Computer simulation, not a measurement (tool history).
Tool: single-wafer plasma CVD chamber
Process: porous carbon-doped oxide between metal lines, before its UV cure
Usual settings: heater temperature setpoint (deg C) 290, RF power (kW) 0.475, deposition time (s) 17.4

| run | day | heater temperature setpoint (deg C) | RF power (kW) | deposition time (s) | read-back reference wafer on the same gauge, thickness_nm | mean film thickness on the monitor wafer (Å) |
|---|---|---|---|---|---|---|
| 1 | 0.000 | 290 | 0.475 | 17.4 | 78.196 | 949.43 |
| 2 | 1.783 | 290 | 0.475 | 18.5 | 78.178 | 1011.76 |
| 3 | 8.567 | 290 | 0.475 | 18.5 | 78.186 | 1007.35 |
| 4 | 17.442 | 290 | 0.475 | 18.5 | 78.191 | 1007.92 |
| 5 | 19.483 | 295 | 0.475 | 17.4 | 78.193 | 919.60 |
| 6 | 22.183 | 283 | 0.475 | 17.4 | 78.189 | 997.77 |
|  | 25.838 | gauge calibrated |
| 7 | 28.229 | 283 | 0.475 | 17.4 | 78.201 | 998.90 |
| 8 | 29.817 | 283 | 0.475 | 17.4 | 78.190 | 995.10 |
| 9 | 31.538 | 290 | 0.475 | 17.4 | 78.211 | 947.40 |
| 10 | 33.300 | 290 | 0.475 | 17.4 | 78.218 | 950.06 |
| 11 | 34.475 | 290 | 0.475 | 17.4 | 78.208 | 945.30 |
|  | 36.325 | RF generator calibrated |
| 12 | 37.350 | 290 | 0.475 | 17.4 | 78.201 | 949.08 |
|  | 42.483 | thermocouple changed; heater temperature recalibrated |
| 13 | 44.696 | 290 | 0.475 | 17.4 | 78.188 | 960.78 |
| 14 | 46.333 | 290 | 0.475 | 17.4 | 78.211 | 955.86 |
| 15 | 48.088 | 303 | 0.430 | 17.4 | 78.194 | 813.47 |
| 16 | 50.733 | 299 | 0.550 | 14.7 | 78.196 | 847.27 |
| 17 | 52.283 | 290 | 0.475 | 17.4 | 78.182 | 952.84 |
|  | 53.700 | showerhead replaced |
| 18 | 55.012 | 298 | 0.475 | 19.5 | 78.213 | 1009.57 |
| 19 | 57.854 | 278 | 0.475 | 17.4 | 78.211 | 1037.07 |
| 20 | 60.296 | 276 | 0.510 | 15.4 | 78.217 | 983.08 |
| 21 | 61.475 | 290 | 0.385 | 16.4 | 78.194 | 758.68 |
| 22 | 62.588 | 290 | 0.550 | 19.2 | 78.231 | 1156.29 |
| 23 | 63.992 | 280 | 0.475 | 17.4 | 78.219 | 1018.77 |
| 24 | 71.062 | 290 | 0.520 | 17.4 | 78.233 | 1014.31 |
| 25 | 72.812 | 295 | 0.385 | 15.1 | 78.210 | 679.81 |
| 26 | 74.475 | 290 | 0.475 | 14.8 | 78.235 | 810.14 |

4 ways to go on from here, each from the tool as it stands after run 26. What would each give?
| A | 74.492 | 276 | 0.475 | 17.4 | ? | ? |
| B | 74.492 | 277 | 0.395 | 16.4 | ? | ? |
| C | 74.492 | 300 | 0.475 | 19.2 | ? | ? |
| D | 74.492 | 283 | 0.505 | 14.5 | ? | ? |

| run | read-back reference wafer on the same gauge, thickness_nm | mean film thickness on the monitor wafer (Å) |
|---|---|---|
| A | 78.197 | 1045.30 |
| B | 78.197 | 847.58 |
| C | 78.197 | 974.67 |
| D | 78.197 | 870.03 |
Without the tool's hidden state the same runs would have given:
| run | mean film thickness on the monitor wafer (Å) |
|---|---|
| A | 1060.65 |
| B | 859.98 |
| C | 986.97 |
| D | 882.36 |
